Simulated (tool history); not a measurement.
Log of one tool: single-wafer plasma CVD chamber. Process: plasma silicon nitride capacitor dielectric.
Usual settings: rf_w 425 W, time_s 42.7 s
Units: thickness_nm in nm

| run | day | rf_w | time_s | read-back reference wafer on the same gauge, thickness_nm | thickness_nm |
|---|---|---|---|---|---|
| 1 | 0 | 490 | 42.7 | 59.797 | 58.956 |
| 2 | 1.817 | 490 | 42.7 | 59.795 | 58.829 |
| 3 | 9.183 | 425 | 42.7 | 59.858 | 56.92 |
| 4 | 11.054 | 425 | 42.7 | 59.791 | 56.189 |
| 5 | 13.454 | 425 | 37.3 | 59.843 | 49.173 |
| 6 | 15.479 | 425 | 37.3 | 59.845 | 49.332 |
| 7 | 19.058 | 390 | 42.7 | 59.776 | 54.969 |
| 8 | 21.633 | 390 | 42.7 | 59.725 | 55.198 |
|  | 24.379 | RF generator calibrated |
| 9 | 25.108 | 425 | 42.7 | 59.858 | 55.998 |
| 10 | 28.8 | 460 | 42.7 | 59.844 | 56.923 |
|  | 29.746 | gauge calibrated |
|  | 31.442 | showerhead replaced |
| 11 | 32.379 | 475 | 47.6 | 59.836 | 63.364 |
| 12 | 34.212 | 425 | 40.3 | 59.796 | 52.595 |
|  | 35.392 | RF generator calibrated, repeated, since the last time left the tool worse |
| 13 | 38.288 | 380 | 47.5 | 59.704 | 61.909 |
| 14 | 39.971 | 390 | 36.7 | 59.813 | 48.224 |
| 15 | 43.896 | 400 | 48.6 | 59.789 | 64.017 |
| 16 | 46.408 | 425 | 42.7 | 59.856 | 57.165 |

The tool's hidden state at each run:
gauge reads high (%): 0 in every run
H1: delivered RF power above the setpoint (%)
| run | H1 |
|---|---|
| 1 | -3.7 |
| 2 | -3.86 |
| 3 | -4.47 |
| 4 | -4.63 |
| 5 | -4.83 |
| 6 | -5 |
| 7 | -5.3 |
| 8 | -5.52 |
| 9 | -9.56 |
| 10 | -9.87 |
| 11 | -10.2 |
| 12 | -10.3 |
| 13 | -0.351 |
| 14 | -0.493 |
| 15 | -0.822 |
| 16 | -1.03 |
